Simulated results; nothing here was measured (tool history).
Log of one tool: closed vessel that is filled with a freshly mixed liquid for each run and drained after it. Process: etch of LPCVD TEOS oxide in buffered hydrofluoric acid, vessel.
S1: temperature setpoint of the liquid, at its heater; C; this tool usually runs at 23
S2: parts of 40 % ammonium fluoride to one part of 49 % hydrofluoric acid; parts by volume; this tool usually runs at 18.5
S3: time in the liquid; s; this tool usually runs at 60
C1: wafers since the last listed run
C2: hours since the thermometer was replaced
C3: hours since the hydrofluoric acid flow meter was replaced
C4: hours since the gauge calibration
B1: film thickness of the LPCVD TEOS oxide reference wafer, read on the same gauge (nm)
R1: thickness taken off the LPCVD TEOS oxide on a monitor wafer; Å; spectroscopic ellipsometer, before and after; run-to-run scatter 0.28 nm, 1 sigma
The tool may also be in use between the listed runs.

run,hour,S1,S2,S3,C1,C2,C3,C4,B1,R1
1,0.0,23,18.5,60,0,1848.2,683.0,646.6,90.03,621.4
# hour 86.9: gauge calibrated
2,98.3,23,18.5,60,13681,1946.5,781.3,11.4,89.98,624.1
3,186.3,23,18.5,60,12247,2034.5,869.3,99.4,90.01,620.9
4,287.1,23,23.5,60,14029,2135.3,970.1,200.2,89.97,516.2
5,362.1,23,23.5,60,10438,2210.3,1045.1,275.2,90.00,518.7
6,403.9,23,18.5,60,5817,2252.1,1086.9,317.0,89.96,618.2
7,453.4,23,18.5,60,6889,2301.6,1136.4,366.5,90.00,618.3
8,493.6,20,18.5,60,5594,2341.8,1176.6,406.7,90.02,527.5
9,574.4,20,18.5,60,11245,2422.6,1257.4,487.5,90.01,524.9
10,677.2,20,18.5,60,14307,2525.4,1360.2,590.3,89.99,523.1
11,727.5,23,18.5,60,7000,2575.7,1410.5,640.6,89.98,616.2

For run 12, what comes out?
12,793.1,23,18.5,80,9130,2641.3,1476.1,706.2,?,?

B1: 90.01
R1: 816.6 Å
Take away the tool's hidden state, keep the run-to-run variation as it was, and the same run would have given R1 839.3 Å.
